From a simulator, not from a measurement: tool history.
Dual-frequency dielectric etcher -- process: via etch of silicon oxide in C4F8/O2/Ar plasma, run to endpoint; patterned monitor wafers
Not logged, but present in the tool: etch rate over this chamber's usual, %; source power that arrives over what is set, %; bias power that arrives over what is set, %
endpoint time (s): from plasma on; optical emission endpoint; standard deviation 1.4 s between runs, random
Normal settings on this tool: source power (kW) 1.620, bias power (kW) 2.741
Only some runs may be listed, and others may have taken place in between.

run	hour	source power (kW)	bias power (kW)	wafers since the last listed run	hours since the last wet clean	hours since the last source power generator calibration	hours since the last bias power generator calibration	hours since the last upper electrode change	incoming incoming film thickness, nm	endpoint time (s)
1	0.0	1.620	2.741	0	281.7	1618.5	1337.1	1801.2	1188.4	228.0
2	34.5	1.620	2.741	120	316.2	1653.0	1371.6	1835.7	1199.2	231.6
3	68.9	1.740	2.741	119	350.6	1687.4	1406.0	1870.1	1190.6	228.9
4	83.9	1.620	2.741	52	365.6	1702.4	1421.0	1885.1	1196.8	232.6
5	102.3	1.620	2.741	64	384.0	1720.8	1439.4	1903.5	1199.9	232.5
6	124.6	1.620	2.741	77	406.3	1743.1	1461.7	1925.8	1191.1	231.3
7	146.7	1.620	3.267	76	428.4	1765.2	1483.8	1947.9	1174.3	212.3
8	168.2	1.620	3.267	74	449.9	1786.7	1505.3	1969.4	1189.8	218.4
9	181.7	1.620	3.267	46	463.4	1800.2	1518.8	1982.9	1201.1	220.0
10	213.1	1.620	2.741	109	494.8	1831.6	1550.2	2014.3	1188.7	231.6
11	231.3	1.620	2.741	63	513.0	1849.8	1568.4	2032.5	1204.4	235.4
12	265.8	1.620	2.944	120	547.5	1884.3	1602.9	2067.0	1194.0	225.2
# hour 291.1: wet clean of the chamber
13	291.5	1.620	2.944	5	0.4	1910.0	1628.6	2092.7	1194.8	221.1
14	309.5	1.620	2.741	62	18.4	1928.0	1646.6	2110.7	1192.5	227.1
15	336.9	1.620	2.741	95	45.8	1955.4	1674.0	2138.1	1178.8	226.2
16	352.0	1.620	3.268	52	60.9	1970.5	1689.1	2153.2	1197.9	216.2
17	366.5	1.620	2.741	50	75.4	1985.0	1703.6	2167.7	1190.1	228.3
18	396.4	1.960	3.385	104	105.3	2014.9	1733.5	2197.6	1199.3	201.8
19	414.6	1.850	2.214	63	123.5	2033.1	1751.7	2215.8	1191.4	238.6
# hour 432.5: bias power generator calibrated
20	463.0	1.430	3.239	154	171.9	2081.5	30.5	2264.2	1180.8	219.4
# hour 489.2: source power generator calibrated
21	491.0	1.350	2.390	83	199.9	1.8	58.5	2292.2	1186.3	252.0
22	510.6	1.320	2.117	68	219.5	21.4	78.1	2311.8	1190.5	265.5
# hour 551.4: upper electrode replaced
23	551.9	1.910	2.741	60	260.8	62.7	119.4	0.5	1203.6	224.3
24	570.8	1.790	2.262	65	279.7	81.6	138.3	19.4	1198.7	242.8
25	596.1	1.850	3.259	88	305.0	106.9	163.6	44.7	1186.1	207.4

For run 26, what comes out?
26	627.0	1.440	2.324	107	335.9	137.8	194.5	75.6	1180.1	?

{"run 26": {"endpoint time (s)": 248.8}}
The same run, on a tool lacking any hidden state, would have yielded endpoint time (s) 243.9.

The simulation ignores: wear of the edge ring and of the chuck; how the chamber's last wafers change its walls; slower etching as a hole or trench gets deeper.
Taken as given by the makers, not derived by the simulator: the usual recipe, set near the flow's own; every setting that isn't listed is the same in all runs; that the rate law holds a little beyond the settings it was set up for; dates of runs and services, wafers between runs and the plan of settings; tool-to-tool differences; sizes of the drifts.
